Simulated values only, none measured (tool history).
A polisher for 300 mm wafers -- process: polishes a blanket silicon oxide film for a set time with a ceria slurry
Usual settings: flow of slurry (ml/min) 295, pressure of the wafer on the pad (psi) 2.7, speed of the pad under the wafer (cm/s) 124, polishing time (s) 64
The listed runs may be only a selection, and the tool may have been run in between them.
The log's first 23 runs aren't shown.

run    hour  flow of slurry (ml/min)  pressure of the wafer on the pad (psi)  speed of the pad under the wafer (cm/s)  polishing time (s)  incoming thickness of the incoming film, nm  film removed (nm)
      557.5  -- worn pad replaced by a new one
 24   579.8                      295                                     2.7                                      124                  53                                       1193.9              267.2
      631.7  -- head pressure recalibrated
 25   657.2                      295                                     1.8                                       88                  64                                       1173.4              170.2
 26   675.8                      295                                     2.7                                       88                  48                                         1215              185.4
 27   697.6                      295                                     2.7                                      124                  64                                       1180.3              311.2
 28     730                      360                                     1.9                                      124                  51                                       1200.7              182.4
 29   745.3                      295                                     2.7                                      152                  50                                       1210.5              281.6
      766.2  -- worn pad replaced by a new one
 30   779.9                      265                                     2.7                                      160                  64                                       1190.2              398.3
 31   849.7                      295                                     2.7                                      124                  64                                       1188.1                322
 32   878.6                      295                                     1.9                                      124                  64                                       1196.9              230.2
 33   898.9                      400                                       3                                      138                  64                                       1214.7              382.7
 34   916.7                      295                                     2.7                                       88                  83                                       1193.9              318.5
 35   943.8                      380                                     2.7                                      124                  80                                       1185.2              392.8
 36   967.9                      340                                     2.7                                      136                  53                                       1204.1              275.9
      986.2  -- slurry nozzle cleaned
       1002  -- worn pad replaced by a new one
 37  1002.5                      400                                       3                                      138                  64                                       1185.9              412.8

Predict each of these 4 candidate next runs independently; none follows another, all start after run 37:
  A  1002.9                      295                                     2.7                                      124                  64                                       1194.1                  ?
  B  1002.9                      210                                     3.3                                      100                  81                                       1194.1                  ?
  C  1002.9                      330                                     2.7                                      124                  64                                       1194.1                  ?
  D  1002.9                      215                                     2.3                                       94                  82                                       1194.1                  ?

run  film removed (nm)
  A              335.1
  B              427.2
  C              337.8
  D              299.1
With no hidden state in the tool, these same runs would have given:
run  film removed (nm)
  A                336
  B              428.3
  C              338.7
  D              299.9

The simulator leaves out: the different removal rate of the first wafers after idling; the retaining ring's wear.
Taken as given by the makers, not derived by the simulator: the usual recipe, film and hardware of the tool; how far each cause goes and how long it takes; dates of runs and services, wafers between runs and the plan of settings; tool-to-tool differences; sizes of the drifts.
